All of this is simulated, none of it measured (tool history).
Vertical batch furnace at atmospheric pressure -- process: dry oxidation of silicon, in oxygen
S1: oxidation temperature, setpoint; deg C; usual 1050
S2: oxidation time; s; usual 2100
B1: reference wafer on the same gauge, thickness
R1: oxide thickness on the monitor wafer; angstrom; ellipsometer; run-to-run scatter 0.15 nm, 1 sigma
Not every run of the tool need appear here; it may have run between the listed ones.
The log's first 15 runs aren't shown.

run,hour,S1,S2,B1,R1
16,1357.0,1050,2520,62.70,716.0
17,1432.3,1050,2670,62.69,743.6
18,1597.8,1062,1410,62.70,530.1
# hour 1645.7: gauge calibrated
19,1897.8,1060,2640,62.66,782.4
20,1964.7,1050,2100,62.70,632.7
21,2007.4,1050,2520,62.69,715.2
22,2111.0,1050,2100,62.69,633.7
23,2160.2,1050,2520,62.68,717.1
24,2226.2,1075,2790,62.71,888.7
25,2326.3,1039,2100,62.72,594.4
26,2402.6,1034,1560,62.70,475.6
# hour 2464.7: thermocouples replaced and temperature profile calibrated
27,2465.2,1038,2100,62.73,591.8
28,2512.0,1050,2100,62.72,634.3
29,2576.7,1050,3060,62.66,809.1
30,2663.0,1031,3090,62.72,729.1
31,2744.9,1033,1470,62.68,454.4
# hour 2773.7: boat lift adjusted
32,2818.4,1050,1170,62.69,435.2
33,2921.3,1050,2100,62.72,636.2
34,3003.6,1064,2100,62.72,690.2
35,3188.9,1050,2100,62.67,633.8
36,3249.6,1073,2100,62.65,736.4
37,3550.3,1050,2100,62.70,633.3
38,3613.4,1069,1560,62.70,592.2

Predict each of these 5 candidate next runs independently; none follows another, all start after run 38:
A,3617.4,1070,2100,?,?
B,3617.4,1050,3030,?,?
C,3617.4,1068,3090,?,?
D,3617.4,1063,1590,?,?
E,3617.4,1041,2100,?,?

run,B1,R1
A,62.70,716.7
B,62.70,800.0
C,62.70,904.1
D,62.70,572.7
E,62.70,598.5
What these runs would have given with no unlogged condition in the tool:
run,R1
A,716.7
B,800.0
C,904.1
D,572.7
E,598.5

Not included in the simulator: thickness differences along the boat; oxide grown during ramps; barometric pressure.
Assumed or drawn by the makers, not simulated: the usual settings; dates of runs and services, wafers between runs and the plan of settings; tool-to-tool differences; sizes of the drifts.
